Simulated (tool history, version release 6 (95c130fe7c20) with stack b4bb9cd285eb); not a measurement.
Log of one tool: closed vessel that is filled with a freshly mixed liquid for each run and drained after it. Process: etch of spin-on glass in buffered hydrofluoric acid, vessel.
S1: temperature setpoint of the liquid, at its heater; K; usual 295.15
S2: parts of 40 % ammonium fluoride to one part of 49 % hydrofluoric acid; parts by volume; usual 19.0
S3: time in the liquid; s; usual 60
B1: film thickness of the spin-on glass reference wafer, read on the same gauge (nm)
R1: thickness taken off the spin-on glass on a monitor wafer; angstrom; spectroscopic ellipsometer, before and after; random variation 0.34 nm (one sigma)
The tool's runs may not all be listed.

| run | hour | S1 | S2 | S3 | B1 | R1 |
|---|---|---|---|---|---|---|
| 1 | 0.0 | 295.15 | 19.0 | 60 | 50.03 | 1063.8 |
| 2 | 62.3 | 295.15 | 19.0 | 60 | 50.03 | 1070.0 |
| 3 | 151.0 | 295.15 | 19.0 | 60 | 50.02 | 1053.9 |
| 4 | 248.5 | 295.15 | 15.5 | 60 | 50.00 | 1295.6 |
| 5 | 284.9 | 295.15 | 15.5 | 60 | 49.95 | 1291.7 |
| 6 | 331.0 | 295.15 | 15.5 | 60 | 49.98 | 1291.0 |
| 7 | 383.7 | 295.15 | 19.0 | 60 | 50.03 | 1058.6 |
| 8 | 491.6 | 295.15 | 19.0 | 60 | 50.01 | 1062.8 |
| 9 | 586.4 | 295.15 | 19.0 | 60 | 50.01 | 1067.5 |
| 10 | 899.1 | 299.15 | 19.0 | 60 | 50.04 | 1339.9 |
| 11 | 942.1 | 299.15 | 19.0 | 60 | 49.99 | 1346.2 |
| 12 | 1040.5 | 299.15 | 19.0 | 60 | 50.00 | 1359.3 |
| 13 | 1139.9 | 297.65 | 19.0 | 60 | 50.02 | 1211.4 |
| 14 | 1184.8 | 297.65 | 19.0 | 60 | 50.06 | 1211.6 |
| 15 | 1233.4 | 295.15 | 19.0 | 80 | 49.99 | 1415.2 |
| 16 | 1287.1 | 295.15 | 19.0 | 70 | 49.98 | 1232.6 |
| 17 | 1388.7 | 296.65 | 19.0 | 60 | 50.03 | 1160.0 |
| 18 | 1432.7 | 299.65 | 12.5 | 50 | 49.98 | 1701.6 |
| 19 | 1483.2 | 292.15 | 14.5 | 90 | 50.01 | 1758.8 |
| 20 | 1537.5 | 297.65 | 19.0 | 60 | 50.02 | 1222.8 |
| 21 | 1615.4 | 295.15 | 19.0 | 60 | 49.98 | 1071.3 |
| 22 | 1698.6 | 297.65 | 19.0 | 60 | 49.98 | 1227.5 |
| 23 | 1804.7 | 293.15 | 14.5 | 35 | 50.03 | 719.0 |
| 24 | 1871.1 | 295.15 | 19.0 | 60 | 49.96 | 1054.1 |
| 25 | 1942.1 | 295.15 | 19.0 | 60 | 50.01 | 1048.8 |
| 26 | 2000.8 | 293.65 | 14.5 | 60 | 50.00 | 1271.7 |
| 27 | 2077.5 | 292.15 | 19.0 | 75 | 50.05 | 1126.7 |
| 28 | 2148.7 | 295.15 | 16.0 | 60 | 49.96 | 1263.5 |
| 29 | 2229.3 | 295.15 | 19.0 | 60 | 49.97 | 1062.2 |

Not shown: 7 entries that the log had between the listed runs. Between which runs, and how does the tool's hidden state differ before and after?
Between runs 2 and 3: thermometer replaced (hour 93.5)
  liquid hotter than its thermometer reads (K): 0.311 -> 0.0306
  measured less the result without the state, R1: +18.2 -> +1.7 angstrom
Between runs 9 and 10: thermometer replaced (hour 744.5); hydrofluoric acid flow meter replaced (hour 753.9)
  liquid hotter than its thermometer reads (K): 0.189 -> 0.505
  measured less the result without the state, R1: +11.2 -> +35.7 angstrom
Between runs 12 and 13: thermometer replaced, repeated, since the last time left the tool worse (hour 1058.1)
  liquid hotter than its thermometer reads (K): 0.556 -> 0.0323
  measured less the result without the state, R1: +40.4 -> +2.0 angstrom
Between runs 20 and 21: gauge calibrated (hour 1551.4)
  liquid hotter than its thermometer reads (K): 0.177 -> 0.206
  measured less the result without the state, R1: +11.9 -> +12.4 angstrom
Between runs 22 and 23: thermometer replaced (hour 1745.8)
  liquid hotter than its thermometer reads (K): 0.236 -> 0.0294
  measured less the result without the state, R1: +15.9 -> +1.2 angstrom
Between runs 28 and 29: hydrofluoric acid flow meter replaced (hour 2176.3)
  liquid hotter than its thermometer reads (K): 0.155 -> 0.184
  measured less the result without the state, R1: +10.4 -> +10.5 angstrom
